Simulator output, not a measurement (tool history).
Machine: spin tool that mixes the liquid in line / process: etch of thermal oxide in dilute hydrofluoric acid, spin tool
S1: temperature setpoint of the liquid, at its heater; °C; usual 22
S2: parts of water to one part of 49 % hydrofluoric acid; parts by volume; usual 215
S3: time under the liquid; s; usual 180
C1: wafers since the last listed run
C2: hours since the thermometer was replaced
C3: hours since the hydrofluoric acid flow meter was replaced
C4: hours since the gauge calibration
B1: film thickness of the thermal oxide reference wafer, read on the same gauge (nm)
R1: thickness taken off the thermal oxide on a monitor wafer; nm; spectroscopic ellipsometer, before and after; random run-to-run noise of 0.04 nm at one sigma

| run | day | S1 | S2 | S3 | C1 | C2 | C3 | C4 | B1 | R1 |
|---|---|---|---|---|---|---|---|---|---|---|
| 1 | 0 | 23.5 | 175 | 180 | 0 | 1228.8 | 237.4 | 1075 | 79.966 | 4.676 |
| 2 | 1.567 | 23.5 | 175 | 180 | 247 | 1266.4 | 275 | 1112.6 | 80.007 | 4.591 |
| 3 | 3.2 | 23.5 | 175 | 180 | 258 | 1305.6 | 314.2 | 1151.8 | 80.007 | 4.65 |
| 4 | 6.421 | 22 | 215 | 180 | 508 | 1382.9 | 391.5 | 1229.1 | 79.996 | 3.494 |
| 5 | 8.512 | 22 | 215 | 180 | 330 | 1433.1 | 441.7 | 1279.3 | 79.974 | 3.489 |
| 6 | 10.983 | 22 | 215 | 180 | 390 | 1492.4 | 501 | 1338.6 | 80.03 | 3.459 |
| 7 | 12.567 | 22 | 215 | 180 | 250 | 1530.4 | 539 | 1376.6 | 79.997 | 3.481 |
| 8 | 15.308 | 22 | 215 | 180 | 433 | 1596.2 | 604.8 | 1442.4 | 79.981 | 3.371 |
| 9 | 18.808 | 22 | 215 | 180 | 552 | 1680.2 | 688.8 | 1526.4 | 80.005 | 3.589 |
| 10 | 23.079 | 22 | 215 | 180 | 674 | 1782.7 | 791.3 | 1628.9 | 79.995 | 3.486 |
| 11 | 26.458 | 22 | 215 | 180 | 533 | 1863.8 | 872.4 | 1710 | 80.022 | 3.593 |
| 12 | 30.088 | 22 | 215 | 180 | 573 | 1950.9 | 959.5 | 1797.1 | 79.992 | 3.51 |
| 13 | 32.062 | 22 | 215 | 180 | 312 | 1998.3 | 1006.9 | 1844.5 | 80.037 | 3.436 |
| 14 | 36.017 | 22 | 215 | 130 | 624 | 2093.2 | 1101.8 | 1939.4 | 79.998 | 2.561 |
| 15 | 39.65 | 22 | 215 | 180 | 574 | 2180.4 | 1189 | 2026.6 | 79.995 | 3.586 |
| 16 | 43.271 | 20 | 260 | 180 | 572 | 2267.3 | 1275.9 | 2113.5 | 80.022 | 2.639 |
| 17 | 45.842 | 22 | 215 | 180 | 406 | 2329 | 1337.6 | 2175.2 | 80.003 | 3.62 |
| 18 | 48.708 | 22 | 215 | 180 | 452 | 2397.8 | 1406.4 | 2244 | 79.973 | 3.609 |
|  | 48.775 | thermometer replaced |
|  | 49.446 | gauge calibrated |
| 19 | 50.433 | 20 | 160 | 145 | 265 | 39.8 | 1447.8 | 23.7 | 80.024 | 3.898 |
| 20 | 53.596 | 22 | 215 | 180 | 499 | 115.7 | 1523.7 | 99.6 | 79.99 | 3.645 |
| 21 | 56.25 | 26.5 | 290 | 180 | 419 | 179.4 | 1587.4 | 163.3 | 79.99 | 2.923 |
|  | 57.808 | hydrofluoric acid flow meter replaced |
| 22 | 58.138 | 24.5 | 215 | 180 | 291 | 224.7 | 7.9 | 208.6 | 80.054 | 3.655 |
| 23 | 60.642 | 19 | 215 | 110 | 395 | 284.8 | 68 | 268.7 | 79.993 | 1.875 |
| 24 | 64.525 | 25 | 215 | 180 | 613 | 378 | 161.2 | 361.9 | 79.974 | 3.765 |
| 25 | 68.062 | 23.5 | 160 | 115 | 558 | 462.9 | 246.1 | 446.8 | 80.019 | 3.291 |
| 26 | 71.412 | 22 | 215 | 180 | 529 | 543.3 | 326.5 | 527.2 | 79.989 | 3.454 |
| 27 | 75.433 | 22 | 215 | 180 | 635 | 639.8 | 423 | 623.7 | 80.024 | 3.431 |
| 28 | 79.883 | 19 | 215 | 110 | 703 | 746.6 | 529.8 | 730.5 | 79.987 | 1.897 |
| 29 | 83.967 | 22 | 215 | 180 | 645 | 844.6 | 627.8 | 828.5 | 79.987 | 3.457 |
| 30 | 87.354 | 19 | 295 | 240 | 535 | 925.9 | 709.1 | 909.8 | 79.98 | 2.791 |
| 31 | 91.796 | 24.5 | 160 | 180 | 701 | 1032.5 | 815.7 | 1016.4 | 80.008 | 5.607 |
| 32 | 93.35 | 18 | 300 | 215 | 245 | 1069.8 | 853 | 1053.7 | 80.011 | 2.421 |
| 33 | 96.071 | 25.5 | 105 | 80 | 429 | 1135.1 | 918.3 | 1119 | 80.007 | 4.154 |

How the hidden state differs across the entries between the runs, from the last listed run before each to the first after it:
Between runs 18 and 19: thermometer replaced (day 48.775); gauge calibrated (day 49.446)
  hydrofluoric acid flow above the setpoint (%): 6.08 -> 6.25
  measured minus no-state result, R1: +0.249 -> +0.265 nm
Between runs 21 and 22: hydrofluoric acid flow meter replaced (day 57.808)
  hydrofluoric acid flow above the setpoint (%): 6.84 -> 0.336
  measured minus no-state result, R1: +0.24 -> +0.015 nm
